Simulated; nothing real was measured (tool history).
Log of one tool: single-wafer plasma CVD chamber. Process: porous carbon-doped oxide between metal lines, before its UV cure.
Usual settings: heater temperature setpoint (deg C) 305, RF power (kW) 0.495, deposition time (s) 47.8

| run | hour | heater temperature setpoint (deg C) | RF power (kW) | deposition time (s) | wafers since the last listed run | hours since the last thermocouple change | hours since the last RF generator calibration | hours since the showerhead was replaced | hours since the gauge calibration | read-back reference wafer on the same gauge, thickness_nm | mean film thickness on the monitor wafer (nm) |
|---|---|---|---|---|---|---|---|---|---|---|---|
| 1 | 0.0 | 305 | 0.495 | 47.8 | 0 | 2591.7 | 259.0 | 5558.1 | 549.3 | 258.973 | 244.935 |
| 2 | 113.3 | 305 | 0.495 | 47.8 | 2387 | 2705.0 | 372.3 | 5671.4 | 662.6 | 258.850 | 245.569 |
| 3 | 214.7 | 305 | 0.495 | 47.8 | 2137 | 2806.4 | 473.7 | 5772.8 | 764.0 | 258.819 | 245.971 |
| 4 | 496.3 | 305 | 0.495 | 47.8 | 5934 | 3088.0 | 755.3 | 6054.4 | 1045.6 | 259.044 | 243.468 |
| 5 | 534.1 | 305 | 0.495 | 47.8 | 796 | 3125.8 | 793.1 | 6092.2 | 1083.4 | 259.129 | 244.367 |
| 6 | 589.7 | 299 | 0.495 | 47.8 | 1171 | 3181.4 | 848.7 | 6147.8 | 1139.0 | 259.070 | 250.993 |
| 7 | 686.2 | 299 | 0.495 | 47.8 | 2033 | 3277.9 | 945.2 | 6244.3 | 1235.5 | 259.009 | 251.739 |
|  | 725.3 | thermocouple changed; heater temperature recalibrated |
| 8 | 749.9 | 295 | 0.445 | 47.8 | 1173 | 24.6 | 1008.9 | 6308.0 | 1299.2 | 259.118 | 245.969 |
| 9 | 874.5 | 310 | 0.450 | 47.8 | 2626 | 149.2 | 1133.5 | 6432.6 | 1423.8 | 259.083 | 229.235 |
| 10 | 966.6 | 305 | 0.495 | 47.8 | 1941 | 241.3 | 1225.6 | 6524.7 | 1515.9 | 259.119 | 248.698 |
| 11 | 1027.6 | 300 | 0.495 | 47.8 | 1285 | 302.3 | 1286.6 | 6585.7 | 1576.9 | 259.157 | 255.059 |
|  | 1067.5 | RF generator calibrated |
| 12 | 1076.7 | 290 | 0.545 | 54.9 | 866 | 351.4 | 9.2 | 6634.8 | 1626.0 | 259.038 | 325.027 |
| 13 | 1159.6 | 305 | 0.495 | 47.8 | 1747 | 434.3 | 92.1 | 6717.7 | 1708.9 | 258.892 | 248.717 |
| 14 | 1212.9 | 298 | 0.495 | 41.9 | 1123 | 487.6 | 145.4 | 6771.0 | 1762.2 | 258.886 | 225.847 |
|  | 1262.4 | gauge calibrated |
| 15 | 1361.8 | 305 | 0.495 | 47.8 | 3138 | 636.5 | 294.3 | 6919.9 | 99.4 | 259.043 | 247.873 |
|  | 1400.1 | showerhead replaced |
| 16 | 1445.1 | 293 | 0.570 | 40.1 | 1587 | 719.8 | 377.6 | 45.0 | 182.7 | 259.032 | 241.151 |
| 17 | 1505.3 | 305 | 0.545 | 47.8 | 1268 | 780.0 | 437.8 | 105.2 | 242.9 | 258.863 | 262.129 |
| 18 | 1561.6 | 301 | 0.585 | 47.8 | 1186 | 836.3 | 494.1 | 161.5 | 299.2 | 259.028 | 276.745 |
| 19 | 1629.9 | 305 | 0.495 | 47.8 | 1439 | 904.6 | 562.4 | 229.8 | 367.5 | 259.090 | 247.621 |
| 20 | 1718.4 | 305 | 0.495 | 47.8 | 1865 | 993.1 | 650.9 | 318.3 | 456.0 | 259.021 | 246.026 |
| 21 | 1801.3 | 291 | 0.495 | 45.1 | 1747 | 1076.0 | 733.8 | 401.2 | 538.9 | 258.930 | 250.256 |

4 options for the next run, each taken on its own from the tool as it stands now. Forecast them:
| A | 1801.7 | 305 | 0.495 | 47.8 | 8 | 1076.4 | 734.2 | 401.6 | 539.3 | ? | ? |
| B | 1801.7 | 313 | 0.435 | 53.5 | 8 | 1076.4 | 734.2 | 401.6 | 539.3 | ? | ? |
| C | 1801.7 | 298 | 0.445 | 47.8 | 8 | 1076.4 | 734.2 | 401.6 | 539.3 | ? | ? |
| D | 1801.7 | 315 | 0.410 | 53.1 | 8 | 1076.4 | 734.2 | 401.6 | 539.3 | ? | ? |

| run | read-back reference wafer on the same gauge, thickness_nm | mean film thickness on the monitor wafer (nm) |
|---|---|---|
| A | 259.121 | 247.251 |
| B | 259.121 | 246.320 |
| C | 259.121 | 240.853 |
| D | 259.121 | 233.195 |
Without the tool's hidden state the same runs would have given:
| run | mean film thickness on the monitor wafer (nm) |
|---|---|
| A | 249.230 |
| B | 248.191 |
| C | 242.863 |
| D | 234.956 |
